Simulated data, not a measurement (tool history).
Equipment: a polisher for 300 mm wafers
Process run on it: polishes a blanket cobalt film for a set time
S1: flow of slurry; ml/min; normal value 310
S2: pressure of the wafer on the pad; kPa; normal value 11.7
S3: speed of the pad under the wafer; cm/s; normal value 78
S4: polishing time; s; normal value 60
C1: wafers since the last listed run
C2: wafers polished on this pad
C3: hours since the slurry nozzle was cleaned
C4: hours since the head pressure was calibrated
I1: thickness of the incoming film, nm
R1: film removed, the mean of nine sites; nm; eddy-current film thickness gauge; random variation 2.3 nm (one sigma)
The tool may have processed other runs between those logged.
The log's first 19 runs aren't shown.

Run 20, hour 1489.7: usual settings but S1 375 ml/min, S2 14.5 kPa; C1 512; C2 5353; C3 328.8; C4 902.9; I1 739.7. Result: R1 337.3 nm.
At hour 1528.9: head pressure recalibrated, repeated, since the last time left the tool worse.
Run 21, hour 1544: usual settings but S1 240 ml/min, S2 14.5 kPa, S3 60 cm/s; C1 501; C2 5855; C3 383.1; C4 15.1; I1 742.3. Result: R1 219.8 nm.
Run 22, hour 1626.6: usual settings but S1 220 ml/min, S3 86 cm/s, S4 77 s; C1 792; C2 6647; C3 465.7; C4 97.7; I1 728.3. Result: R1 323.1 nm.
At hour 1756: worn pad replaced by a new one.
Run 23, hour 1886: usual settings but S2 9.7 kPa, S3 58 cm/s; C1 2449; C2 1246; C3 725.1; C4 357.1; I1 741. Result: R1 145.5 nm.
At hour 1960.1: slurry nozzle cleaned.
Run 24, hour 1990.5: usual settings but S4 48 s; C1 992; C2 2238; C3 30.4; C4 461.6; I1 749.8. Result: R1 192.3 nm.
Run 25, hour 2059: usual settings; C1 656; C2 2895; C3 98.9; C4 530.1; I1 748. Result: R1 236 nm.
Run 26, hour 2107.5: usual settings; C1 465; C2 3360; C3 147.4; C4 578.6; I1 733. Result: R1 240.6 nm.
Run 27, hour 2151.2: usual settings but S1 275 ml/min, S4 75 s; C1 419; C2 3780; C3 191.1; C4 622.3; I1 734.7. Result: R1 298.8 nm.
Run 28, hour 2216.4: usual settings but S1 215 ml/min, S2 13.8 kPa, S3 86 cm/s, S4 41 s; C1 625; C2 4405; C3 256.3; C4 687.5; I1 746.5. Result: R1 204.1 nm.
Run 29, hour 2252.7: usual settings but S2 13.1 kPa, S3 66 cm/s, S4 81 s; C1 348; C2 4753; C3 292.6; C4 723.8; I1 748.9. Result: R1 304.9 nm.
Run 30, hour 2506.8: usual settings but S1 395 ml/min, S3 92 cm/s, S4 41 s; C1 2436; C2 7190; C3 546.7; C4 977.9; I1 738.7. Result: R1 197.1 nm.
Run 31, hour 2555.9: usual settings but S1 225 ml/min, S2 13.8 kPa, S4 40 s; C1 470; C2 7661; C3 595.8; C4 1027; I1 746.7. Result: R1 187.6 nm.
At hour 2608.3: worn pad replaced by a new one.
Run 32, hour 2634.3: usual settings but S1 230 ml/min, S2 7.6 kPa, S3 96 cm/s, S4 74 s; C1 713; C2 249; C3 674.2; C4 1105.4; I1 734.5. Result: R1 236.2 nm.
Run 33, hour 2675.9: usual settings but S1 415 ml/min, S3 92 cm/s, S4 75 s; C1 398; C2 648; C3 715.8; C4 1147; I1 741.5. Result: R1 371.5 nm.
Run 34, hour 2722: usual settings; C1 442; C2 1090; C3 761.9; C4 1193.1; I1 724.7. Result: R1 247.8 nm.
At hour 2745.4: slurry nozzle cleaned.
At hour 2784.2: head pressure recalibrated.
Run 35, hour 2784.7: usual settings but S3 60 cm/s; C1 572; C2 1663; C3 39.3; C4 0.5; I1 738.3. Result: R1 178.9 nm.
Run 36, hour 2839.1: usual settings but S1 260 ml/min, S2 14.5 kPa, S3 88 cm/s, S4 53 s; C1 521; C2 2184; C3 93.7; C4 54.9; I1 746.2. Result: R1 287.9 nm.
Run 37, hour 2926.4: usual settings but S1 260 ml/min, S2 7.6 kPa; C1 837; C2 3021; C3 181; C4 142.2; I1 753.1. Result: R1 150.8 nm.
Run 38, hour 3031.6: usual settings but S1 205 ml/min, S3 60 cm/s; C1 1008; C2 4030; C3 286.2; C4 247.4; I1 736.7. Result: R1 179.6 nm.

Alternative continuations, all from the tool just after run 38; predict every row:
Run A, hour 3032: usual settings; C1 3; C2 4034; C3 286.6; C4 247.8; I1 744.9. Result: R1 ?.
Run B, hour 3032: usual settings but S3 68 cm/s; C1 3; C2 4034; C3 286.6; C4 247.8; I1 744.9. Result: R1 ?.
Run C, hour 3032: usual settings but S2 8.3 kPa; C1 3; C2 4034; C3 286.6; C4 247.8; I1 744.9. Result: R1 ?.

run     R1
  A  241.2
  B  210.3
  C  170.3
With the hidden condition removed and each run's random variation left untouched, the same runs would have given:
run     R1
  A  238.5
  B  207.9
  C  168.4
